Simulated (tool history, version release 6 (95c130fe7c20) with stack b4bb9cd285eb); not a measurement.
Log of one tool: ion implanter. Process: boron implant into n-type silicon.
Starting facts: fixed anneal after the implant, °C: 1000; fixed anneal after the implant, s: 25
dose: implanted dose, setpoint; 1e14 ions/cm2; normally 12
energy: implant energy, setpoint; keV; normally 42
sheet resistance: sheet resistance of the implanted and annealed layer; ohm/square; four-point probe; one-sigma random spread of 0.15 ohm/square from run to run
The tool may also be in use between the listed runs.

run   hour   dose  energy  wafers since the last listed run  hours since the last dose calibration  hours since the extraction supply was calibrated  hours since the gauge calibration  read-back reference wafer on the same gauge, sheet resistance  sheet resistance
  1      0     12      42                                 0                                 1954.9                                            2769.9                               37.7                                                         103.98            101.49
  2      8     12      42                               159                                 1962.9                                            2777.9                               45.7                                                         103.96            101.14
  3   17.8     12      42                               195                                 1972.7                                            2787.7                               55.5                                                         104.02            101.44
  4   28.7     12      42                               216                                 1983.6                                            2798.6                               66.4                                                         104.02            101.58
  5     46     12      42                               344                                 2000.9                                            2815.9                               83.7                                                         104.04            101.27
  6   55.4     12      42                               187                                 2010.3                                            2825.3                               93.1                                                         103.99            101.44
  7   62.7  13.43      42                               145                                 2017.6                                            2832.6                              100.4                                                         104.02             92.64
  8     76  13.43      42                               264                                 2030.9                                            2845.9                              113.7                                                         104.01             92.49
      94.1  -- Faraday cup replaced and dose calibrated
  9   94.6  10.64    28.5                               210                                    0.5                                            2864.5                              132.3                                                         104.02            114.08
     104.9  -- extraction supply calibrated
 10  105.4     12      42                                55                                   11.3                                               0.5                              143.1                                                            104            101.49
 11  110.1   9.58      42                                93                                     16                                               5.2                              147.8                                                         104.05            122.09
 12  118.1   9.23      42                               159                                     24                                              13.2                              155.8                                                         104.01            125.71
     130.3  -- gauge calibrated
 13  130.4     12      51                               244                                   36.3                                              25.5                                0.1                                                         103.96            100.65
 14  138.8   9.59      42                               167                                   44.7                                              33.9                                8.5                                                         104.03            121.74
 15  146.4     12      42                               151                                   52.3                                              41.5                               16.1                                                            104             101.6
 16  158.4  14.06      42                               238                                   64.3                                              53.5                               28.1                                                         104.02              89.5
 17  165.6  10.69      47                               143                                   71.5                                              60.7                               35.3                                                         103.99            111.16

For each run, what was the tool's unlogged condition?
deviation of the true dose from the Faraday cup's reading, %: 0 on each run
deviation of the true energy from its setpoint, %: 0 on each run
gauge reads high (%): 0 on each run
